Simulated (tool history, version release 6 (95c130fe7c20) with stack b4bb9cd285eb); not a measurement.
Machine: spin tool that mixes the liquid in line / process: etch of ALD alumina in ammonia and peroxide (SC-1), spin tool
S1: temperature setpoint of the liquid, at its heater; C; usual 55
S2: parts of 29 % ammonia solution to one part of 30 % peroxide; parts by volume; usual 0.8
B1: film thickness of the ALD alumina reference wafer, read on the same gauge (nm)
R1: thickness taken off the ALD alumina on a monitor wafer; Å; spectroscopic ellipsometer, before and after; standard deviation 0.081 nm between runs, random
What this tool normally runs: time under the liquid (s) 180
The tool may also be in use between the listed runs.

run 1 hour=0 | S1=55 S2=0.8 time_under_the_liquid_(s)=180 | B1=40.01 | R1=114.2
-- hour=11.8 ammonia flow meter replaced
run 2 hour=41.2 | S1=55 S2=0.8 time_under_the_liquid_(s)=180 | B1=39.99 | R1=115.2
run 3 hour=87.7 | S1=55 S2=0.8 time_under_the_liquid_(s)=180 | B1=40 | R1=115.9
run 4 hour=176.8 | S1=55 S2=0.8 time_under_the_liquid_(s)=180 | B1=40.01 | R1=114.8
run 5 hour=224.2 | S1=55 S2=0.8 time_under_the_liquid_(s)=180 | B1=40 | R1=114.4
run 6 hour=268.9 | S1=55 S2=0.6 time_under_the_liquid_(s)=115 | B1=40.02 | R1=72
run 7 hour=309.3 | S1=55 S2=0.8 time_under_the_liquid_(s)=180 | B1=40 | R1=115.2
-- hour=315.5 new drum of ammonia solution connected
run 8 hour=337.9 | S1=55 S2=0.8 time_under_the_liquid_(s)=180 | B1=40 | R1=114.8
-- hour=489.1 ammonia flow meter replaced
run 9 hour=490.6 | S1=55 S2=0.8 time_under_the_liquid_(s)=180 | B1=40.01 | R1=115.9
run 10 hour=537.5 | S1=55 S2=0.8 time_under_the_liquid_(s)=180 | B1=39.99 | R1=115.4
-- hour=566.9 gauge calibrated
run 11 hour=583.3 | S1=59.5 S2=0.55 time_under_the_liquid_(s)=180 | B1=40 | R1=139.3
-- hour=641.2 new drum of ammonia solution connected
run 12 hour=644.7 | S1=64.5 S2=0.8 time_under_the_liquid_(s)=180 | B1=40 | R1=189.8
run 13 hour=691.7 | S1=55 S2=0.8 time_under_the_liquid_(s)=180 | B1=40 | R1=115.4
-- hour=728.8 heated supply line repaired
run 14 hour=744.3 | S1=46 S2=1.15 time_under_the_liquid_(s)=270 | B1=40.01 | R1=109
run 15 hour=803.4 | S1=63.5 S2=0.95 time_under_the_liquid_(s)=80 | B1=39.99 | R1=81
run 16 hour=849.6 | S1=55 S2=0.95 time_under_the_liquid_(s)=180 | B1=40 | R1=114.9
-- hour=883.8 thermometer replaced
run 17 hour=891.4 | S1=55 S2=0.8 time_under_the_liquid_(s)=180 | B1=39.99 | R1=114.5
-- hour=905.5 ammonia flow meter replaced
run 18 hour=925.1 | S1=52 S2=1.1 time_under_the_liquid_(s)=180 | B1=40 | R1=100.8
run 19 hour=960.5 | S1=55 S2=0.8 time_under_the_liquid_(s)=180 | B1=40 | R1=114.9
-- hour=977.9 new drum of ammonia solution connected
run 20 hour=1031.1 | S1=55 S2=0.8 time_under_the_liquid_(s)=180 | B1=40 | R1=115
run 21 hour=1086.9 | S1=55 S2=1 time_under_the_liquid_(s)=130 | B1=40.01 | R1=83.6
run 22 hour=1112.9 | S1=62 S2=0.95 time_under_the_liquid_(s)=230 | B1=40.02 | R1=214.5
run 23 hour=1144.4 | S1=58 S2=0.8 time_under_the_liquid_(s)=180 | B1=40 | R1=135.6
-- hour=1243 new drum of ammonia solution connected
run 24 hour=1330.8 | S1=59 S2=0.95 time_under_the_liquid_(s)=180 | B1=40 | R1=143.7

What the log doesn't show, run by run:
liquid colder than its thermometer reads (K): 0 at every run
ammonia flow above the setpoint (%): 0 at every run
temperature lost on the way to the wafer (K): 0 at every run
ammonia solution weaker than its label (%): 0 at every run
gauge reads high (%): 0 at every run

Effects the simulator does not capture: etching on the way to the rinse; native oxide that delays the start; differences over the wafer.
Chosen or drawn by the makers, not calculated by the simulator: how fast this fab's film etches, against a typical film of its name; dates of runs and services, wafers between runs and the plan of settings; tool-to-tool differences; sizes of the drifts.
